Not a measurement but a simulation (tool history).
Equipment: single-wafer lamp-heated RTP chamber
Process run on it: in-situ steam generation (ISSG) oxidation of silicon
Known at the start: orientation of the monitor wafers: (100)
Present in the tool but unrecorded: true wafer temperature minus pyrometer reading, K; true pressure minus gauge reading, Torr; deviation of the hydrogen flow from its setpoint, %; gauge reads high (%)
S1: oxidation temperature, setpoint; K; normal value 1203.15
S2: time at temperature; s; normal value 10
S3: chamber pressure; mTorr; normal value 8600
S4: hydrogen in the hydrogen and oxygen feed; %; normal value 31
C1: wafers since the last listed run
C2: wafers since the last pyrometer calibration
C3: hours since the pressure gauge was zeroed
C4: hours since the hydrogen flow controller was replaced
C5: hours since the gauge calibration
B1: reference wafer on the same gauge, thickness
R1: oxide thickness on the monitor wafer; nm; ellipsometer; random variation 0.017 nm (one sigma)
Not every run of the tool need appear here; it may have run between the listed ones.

| run | hour | S1 | S2 | S3 | S4 | C1 | C2 | C3 | C4 | C5 | B1 | R1 |
|---|---|---|---|---|---|---|---|---|---|---|---|---|
| 1 | 0.0 | 1203.15 | 12 | 8600 | 31 | 0 | 1269 | 1961.4 | 3318.0 | 66.7 | 3.925 | 4.432 |
| 2 | 16.5 | 1203.15 | 12 | 8600 | 31 | 188 | 1457 | 1977.9 | 3334.5 | 83.2 | 3.930 | 4.447 |
| 3 | 24.2 | 1203.15 | 12 | 8600 | 31 | 87 | 1545 | 1985.6 | 3342.2 | 90.9 | 3.926 | 4.443 |
| 4 | 31.9 | 1203.15 | 10 | 8600 | 31 | 87 | 1633 | 1993.3 | 3349.9 | 98.6 | 3.927 | 4.219 |
| 5 | 42.5 | 1203.15 | 10 | 8600 | 31 | 121 | 1754 | 2003.9 | 3360.5 | 109.2 | 3.929 | 4.186 |
| 6 | 51.8 | 1203.15 | 10 | 8600 | 31 | 106 | 1860 | 2013.2 | 3369.8 | 118.5 | 3.929 | 4.194 |
| 7 | 66.7 | 1213.15 | 10 | 8600 | 31 | 170 | 2031 | 2028.1 | 3384.7 | 133.4 | 3.930 | 4.258 |
| 8 | 72.7 | 1213.15 | 10 | 8600 | 31 | 68 | 2099 | 2034.1 | 3390.7 | 139.4 | 3.928 | 4.287 |
| 9 | 87.7 | 1203.15 | 10 | 8600 | 32 | 171 | 2270 | 2049.1 | 3405.7 | 154.4 | 3.929 | 4.214 |
| 10 | 95.3 | 1203.15 | 10 | 8600 | 31 | 86 | 2357 | 2056.7 | 3413.3 | 162.0 | 3.927 | 4.222 |
|  | 106.8 | hydrogen flow controller replaced |
| 11 | 107.3 | 1219.15 | 13 | 7400 | 26 | 45 | 2403 | 2068.7 | 0.5 | 174.0 | 3.929 | 4.581 |
| 12 | 113.4 | 1209.15 | 10 | 9500 | 31 | 69 | 2473 | 2074.8 | 6.6 | 180.1 | 3.930 | 4.192 |
| 13 | 152.3 | 1197.15 | 10 | 8600 | 24 | 444 | 2917 | 2113.7 | 45.5 | 219.0 | 3.929 | 3.878 |
|  | 164.7 | gauge calibrated |
|  | 192.6 | pressure gauge zeroed |
|  | 201.3 | pyrometer window cleaned and pyrometer calibrated |
| 14 | 204.6 | 1203.15 | 10 | 8600 | 31 | 414 | 38 | 12.0 | 97.8 | 39.9 | 3.929 | 4.143 |
| 15 | 213.6 | 1203.15 | 10 | 7600 | 31 | 102 | 140 | 21.0 | 106.8 | 48.9 | 3.929 | 4.172 |
| 16 | 222.4 | 1208.15 | 12 | 7400 | 25 | 100 | 241 | 29.8 | 115.6 | 57.7 | 3.931 | 4.208 |
| 17 | 239.0 | 1187.15 | 8 | 9400 | 32 | 189 | 430 | 46.4 | 132.2 | 74.3 | 3.929 | 3.736 |
| 18 | 254.5 | 1203.15 | 14 | 8600 | 26 | 177 | 608 | 61.9 | 147.7 | 89.8 | 3.924 | 4.446 |
| 19 | 269.7 | 1203.15 | 10 | 8600 | 31 | 173 | 781 | 77.1 | 162.9 | 105.0 | 3.929 | 4.137 |
| 20 | 287.0 | 1203.15 | 10 | 8600 | 31 | 197 | 979 | 94.4 | 180.2 | 122.3 | 3.934 | 4.150 |

Branching from run 20: 5 alternative next runs. What would each branch give?
| A | 287.4 | 1203.15 | 10 | 8600 | 31 | 4 | 983 | 94.8 | 180.6 | 122.7 | ? | ? |
| B | 287.4 | 1209.15 | 10 | 7200 | 31 | 4 | 983 | 94.8 | 180.6 | 122.7 | ? | ? |
| C | 287.4 | 1203.15 | 6 | 7400 | 31 | 4 | 983 | 94.8 | 180.6 | 122.7 | ? | ? |
| D | 287.4 | 1213.15 | 12 | 8600 | 31 | 4 | 983 | 94.8 | 180.6 | 122.7 | ? | ? |
| E | 287.4 | 1203.15 | 10 | 7400 | 24 | 4 | 983 | 94.8 | 180.6 | 122.7 | ? | ? |

| run | B1 | R1 |
|---|---|---|
| A | 3.928 | 4.150 |
| B | 3.928 | 4.247 |
| C | 3.928 | 3.558 |
| D | 3.928 | 4.510 |
| E | 3.928 | 3.891 |
With the hidden condition removed and each run's random variation left untouched, the same runs would have given:
| run | R1 |
|---|---|
| A | 4.120 |
| B | 4.215 |
| C | 3.539 |
| D | 4.472 |
| E | 3.863 |
